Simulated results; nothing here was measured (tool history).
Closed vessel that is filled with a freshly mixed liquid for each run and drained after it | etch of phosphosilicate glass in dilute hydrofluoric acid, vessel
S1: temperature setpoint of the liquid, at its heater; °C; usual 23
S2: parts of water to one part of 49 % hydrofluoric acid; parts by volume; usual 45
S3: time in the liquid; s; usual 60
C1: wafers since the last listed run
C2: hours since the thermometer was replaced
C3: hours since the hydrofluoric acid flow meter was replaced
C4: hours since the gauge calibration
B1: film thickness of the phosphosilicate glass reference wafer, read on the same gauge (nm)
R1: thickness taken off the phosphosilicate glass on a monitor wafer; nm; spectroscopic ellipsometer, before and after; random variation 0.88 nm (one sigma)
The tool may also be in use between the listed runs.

run	hour	S1	S2	S3	C1	C2	C3	C4	B1	R1
1	0	23	45	60	0	1483.8	881.2	3834.1	130.02	126.74
2	63.7	23	45	60	7258	1547.5	944.9	3897.8	130.04	128.54
3	115	23	45	60	5845	1598.8	996.2	3949.1	130.02	127.69
4	196.7	23	45	60	9310	1680.5	1077.9	4030.8	130	126.44
5	240.7	23	45	60	5013	1724.5	1121.9	4074.8	129.95	126.71
6	344.8	23	45	60	11862	1828.6	1226	4178.9	129.99	127.65
7	419.5	23	45	60	8512	1903.3	1300.7	4253.6	130.03	129.88
8	492.4	28	40	40	8307	1976.2	1373.6	4326.5	129.96	118.48
9	584.9	23	45	60	10540	2068.7	1466.1	4419	130	127.63
10	625.8	28	25	60	4660	2109.6	1507	4459.9	130.01	298.76
11	679.5	23	45	60	6119	2163.3	1560.7	4513.6	129.97	130.04
# hour 704.1: gauge calibrated
12	739.8	21	45	30	6871	2223.6	1621	35.7	130	60.38
# hour 786.6: thermometer replaced
13	883.1	28	45	60	16215	96.5	1764.3	179	130	159.48
14	976	19.5	45	60	10586	189.4	1857.2	271.9	129.98	112.61
# hour 993: hydrofluoric acid flow meter replaced
15	1042.7	18	65	35	7486	256.1	49.7	338.6	130.01	39.76
16	1310.4	21	45	60	30505	523.8	317.4	606.3	129.98	114.74
17	1481.4	23	45	60	19486	694.8	488.4	777.3	130	123.77
18	1522.9	18	45	45	4729	736.3	529.9	818.8	130	75.26
19	1823.8	26.5	55	60	34288	1037.2	830.8	1119.7	130.02	117.11
20	1867.8	27.5	45	60	5013	1081.2	874.8	1163.7	130.03	151.14
21	1915.6	20.5	60	30	5447	1129	922.6	1211.5	129.99	42.06
22	1954.8	23	45	60	4467	1168.2	961.8	1250.7	130	128.07
23	2017.3	23	45	60	7122	1230.7	1024.3	1313.2	129.99	126.17
24	2078.9	27.5	45	40	7019	1292.3	1085.9	1374.8	130.01	102.48
25	2181.2	21.5	35	60	11657	1394.6	1188.2	1477.1	130	154.1
26	2219.2	23	45	60	4330	1432.6	1226.2	1515.1	130	128.84
27	2269.2	20.5	40	60	5697	1482.6	1276.2	1565.1	129.97	130.07
28	2323.3	23	45	60	6164	1536.7	1330.3	1619.2	129.98	126.67
29	2415.3	23	45	60	10483	1628.7	1422.3	1711.2	130.05	127.77
30	2461.5	23	40	60	5264	1674.9	1468.5	1757.4	130.01	147.19
31	2557.2	21	55	60	10905	1770.6	1564.2	1853.1	130.01	96.79

The same runs without the tool's hidden state, with the same run-to-run variation:
The hidden state here: liquid colder than its thermometer reads (K); hydrofluoric acid flow above the setpoint (%); gauge reads high (%).
run	R1
1	121.21
2	122.63
3	121.58
4	120.03
5	120.08
6	120.5
7	122.27
8	111.23
9	119.4
10	279.46
11	121.23
12	56.18
13	147.48
14	103.87
15	39.28
16	112.21
17	120.25
18	73.01
19	112.21
20	144.64
21	40.17
22	122.18
23	120.11
24	97.28
25	145.89
26	121.71
27	122.68
28	119.18
29	119.8
30	137.81
31	90.22
